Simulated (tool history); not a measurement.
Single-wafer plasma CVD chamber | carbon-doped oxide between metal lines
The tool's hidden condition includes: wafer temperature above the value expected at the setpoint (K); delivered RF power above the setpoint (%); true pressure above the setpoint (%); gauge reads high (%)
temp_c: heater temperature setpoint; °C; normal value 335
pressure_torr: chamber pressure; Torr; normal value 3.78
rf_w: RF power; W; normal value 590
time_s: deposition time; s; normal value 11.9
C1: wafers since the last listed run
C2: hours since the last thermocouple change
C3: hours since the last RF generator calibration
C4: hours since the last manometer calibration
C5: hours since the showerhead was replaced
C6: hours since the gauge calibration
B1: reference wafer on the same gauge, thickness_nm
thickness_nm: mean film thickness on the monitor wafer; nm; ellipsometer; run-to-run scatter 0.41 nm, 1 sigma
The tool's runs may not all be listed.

run 1 hour=0.0 | temp_c=335 pressure_torr=4.04 rf_w=590 time_s=11.9 | C1=0 C2=1854.2 C3=1294.2 C4=1904.9 C5=5082.0 C6=1506.0 | B1=61.235 | thickness_nm=68.821
run 2 hour=91.1 | temp_c=335 pressure_torr=4.04 rf_w=590 time_s=11.9 | C1=2110 C2=1945.3 C3=1385.3 C4=1996.0 C5=5173.1 C6=1597.1 | B1=61.099 | thickness_nm=68.523
run 3 hour=151.2 | temp_c=325 pressure_torr=4.11 rf_w=590 time_s=11.9 | C1=1392 C2=2005.4 C3=1445.4 C4=2056.1 C5=5233.2 C6=1657.2 | B1=61.011 | thickness_nm=70.955
run 4 hour=188.8 | temp_c=325 pressure_torr=4.11 rf_w=590 time_s=11.9 | C1=871 C2=2043.0 C3=1483.0 C4=2093.7 C5=5270.8 C6=1694.8 | B1=60.944 | thickness_nm=70.099
run 5 hour=333.9 | temp_c=335 pressure_torr=3.78 rf_w=590 time_s=11.9 | C1=3361 C2=2188.1 C3=1628.1 C4=2238.8 C5=5415.9 C6=1839.9 | B1=60.728 | thickness_nm=67.337
run 6 hour=398.4 | temp_c=335 pressure_torr=3.78 rf_w=590 time_s=11.9 | C1=1494 C2=2252.6 C3=1692.6 C4=2303.3 C5=5480.4 C6=1904.4 | B1=60.484 | thickness_nm=67.017
-- hour=437.8 thermocouple changed; heater temperature recalibrated
-- hour=472.8 gauge calibrated
run 7 hour=497.3 | temp_c=335 pressure_torr=3.78 rf_w=645 time_s=10.5 | C1=2106 C2=59.5 C3=1791.5 C4=2402.2 C5=5579.3 C6=24.5 | B1=64.001 | thickness_nm=68.360
-- hour=527.3 RF generator calibrated
run 8 hour=601.3 | temp_c=335 pressure_torr=3.78 rf_w=645 time_s=10.5 | C1=2224 C2=163.5 C3=74.0 C4=2506.2 C5=5683.3 C6=128.5 | B1=63.847 | thickness_nm=67.815
run 9 hour=697.8 | temp_c=335 pressure_torr=3.78 rf_w=645 time_s=10.5 | C1=2235 C2=260.0 C3=170.5 C4=2602.7 C5=5779.8 C6=225.0 | B1=63.642 | thickness_nm=67.714
run 10 hour=767.0 | temp_c=335 pressure_torr=3.78 rf_w=590 time_s=11.9 | C1=1603 C2=329.2 C3=239.7 C4=2671.9 C5=5849.0 C6=294.2 | B1=63.619 | thickness_nm=70.752
run 11 hour=847.2 | temp_c=335 pressure_torr=3.78 rf_w=590 time_s=11.9 | C1=1858 C2=409.4 C3=319.9 C4=2752.1 C5=5929.2 C6=374.4 | B1=63.477 | thickness_nm=71.054
-- hour=981.5 showerhead replaced
run 12 hour=1094.8 | temp_c=335 pressure_torr=3.78 rf_w=590 time_s=11.9 | C1=5551 C2=657.0 C3=567.5 C4=2999.7 C5=113.3 C6=622.0 | B1=62.981 | thickness_nm=70.149
run 13 hour=1137.7 | temp_c=335 pressure_torr=3.78 rf_w=590 time_s=11.9 | C1=993 C2=699.9 C3=610.4 C4=3042.6 C5=156.2 C6=664.9 | B1=62.876 | thickness_nm=69.500
-- hour=1184.0 capacitance manometer re-zeroed and calibrated
run 14 hour=1224.3 | temp_c=335 pressure_torr=3.78 rf_w=590 time_s=9.5 | C1=1821 C2=786.5 C3=697.0 C4=40.3 C5=242.8 C6=751.5 | B1=62.734 | thickness_nm=55.575
run 15 hour=1273.6 | temp_c=321 pressure_torr=4.47 rf_w=550 time_s=11.9 | C1=1142 C2=835.8 C3=746.3 C4=89.6 C5=292.1 C6=800.8 | B1=62.642 | thickness_nm=69.901
run 16 hour=1318.5 | temp_c=335 pressure_torr=3.78 rf_w=645 time_s=12.6 | C1=1040 C2=880.7 C3=791.2 C4=134.5 C5=337.0 C6=845.7 | B1=62.544 | thickness_nm=80.374
run 17 hour=1380.6 | temp_c=321 pressure_torr=3.12 rf_w=590 time_s=11.9 | C1=1438 C2=942.8 C3=853.3 C4=196.6 C5=399.1 C6=907.8 | B1=62.411 | thickness_nm=70.429
run 18 hour=1419.3 | temp_c=335 pressure_torr=3.78 rf_w=590 time_s=12.7 | C1=896 C2=981.5 C3=892.0 C4=235.3 C5=437.8 C6=946.5 | B1=62.310 | thickness_nm=73.482
run 19 hour=1493.8 | temp_c=347 pressure_torr=3.78 rf_w=590 time_s=11.9 | C1=1726 C2=1056.0 C3=966.5 C4=309.8 C5=512.3 C6=1021.0 | B1=62.318 | thickness_nm=66.860
run 20 hour=1541.6 | temp_c=330 pressure_torr=2.90 rf_w=495 time_s=13.5 | C1=1107 C2=1103.8 C3=1014.3 C4=357.6 C5=560.1 C6=1068.8 | B1=62.094 | thickness_nm=64.835
run 21 hour=1623.0 | temp_c=343 pressure_torr=4.68 rf_w=590 time_s=11.9 | C1=1885 C2=1185.2 C3=1095.7 C4=439.0 C5=641.5 C6=1150.2 | B1=62.044 | thickness_nm=69.916
run 22 hour=1685.7 | temp_c=335 pressure_torr=3.78 rf_w=590 time_s=11.9 | C1=1452 C2=1247.9 C3=1158.4 C4=501.7 C5=704.2 C6=1212.9 | B1=61.892 | thickness_nm=68.974
run 23 hour=1787.3 | temp_c=335 pressure_torr=3.78 rf_w=590 time_s=11.9 | C1=2353 C2=1349.5 C3=1260.0 C4=603.3 C5=805.8 C6=1314.5 | B1=61.732 | thickness_nm=68.995
run 24 hour=1823.4 | temp_c=335 pressure_torr=3.14 rf_w=590 time_s=12.9 | C1=836 C2=1385.6 C3=1296.1 C4=639.4 C5=841.9 C6=1350.6 | B1=61.558 | thickness_nm=72.473
run 25 hour=1904.5 | temp_c=335 pressure_torr=3.78 rf_w=590 time_s=11.9 | C1=1879 C2=1466.7 C3=1377.2 C4=720.5 C5=923.0 C6=1431.7 | B1=61.448 | thickness_nm=67.645
run 26 hour=2011.0 | temp_c=335 pressure_torr=4.10 rf_w=510 time_s=11.9 | C1=2467 C2=1573.2 C3=1483.7 C4=827.0 C5=1029.5 C6=1538.2 | B1=61.216 | thickness_nm=59.474
run 27 hour=2101.3 | temp_c=335 pressure_torr=3.78 rf_w=670 time_s=11.9 | C1=2092 C2=1663.5 C3=1574.0 C4=917.3 C5=1119.8 C6=1628.5 | B1=61.063 | thickness_nm=76.092
-- hour=2101.6 gauge calibrated
run 28 hour=2178.8 | temp_c=335 pressure_torr=3.78 rf_w=590 time_s=11.9 | C1=1795 C2=1741.0 C3=1651.5 C4=994.8 C5=1197.3 C6=77.2 | B1=63.635 | thickness_nm=69.878
run 29 hour=2227.6 | temp_c=348 pressure_torr=3.78 rf_w=590 time_s=10.0 | C1=1130 C2=1789.8 C3=1700.3 C4=1043.6 C5=1246.1 C6=126.0 | B1=63.509 | thickness_nm=57.172

Take each entry between the runs: how does the hidden state at the last listed run before it differ from the hidden state at the first listed run after it?
Between runs 6 and 7: thermocouple changed; heater temperature recalibrated (hour 437.8); gauge calibrated (hour 472.8)
  gauge reads high (%): -5.41 -> 0.15
  measured minus no-state result, thickness_nm: -3.834 -> +0.102 nm
Between runs 7 and 8: RF generator calibrated (hour 527.3)
  gauge reads high (%): 0.15 -> -0.154
  measured minus no-state result, thickness_nm: +0.102 -> -0.105 nm
Between runs 11 and 12: showerhead replaced (hour 981.5)
  gauge reads high (%): -0.873 -> -1.6
  measured minus no-state result, thickness_nm: -0.626 -> -1.139 nm
Between runs 13 and 14: capacitance manometer re-zeroed and calibrated (hour 1184.0)
  gauge reads high (%): -1.72 -> -1.98
  measured minus no-state result, thickness_nm: -1.219 -> -1.120 nm
Between runs 27 and 28: gauge calibrated (hour 2101.6)
  gauge reads high (%): -4.54 -> -0.613
  measured minus no-state result, thickness_nm: -3.621 -> -0.431 nm

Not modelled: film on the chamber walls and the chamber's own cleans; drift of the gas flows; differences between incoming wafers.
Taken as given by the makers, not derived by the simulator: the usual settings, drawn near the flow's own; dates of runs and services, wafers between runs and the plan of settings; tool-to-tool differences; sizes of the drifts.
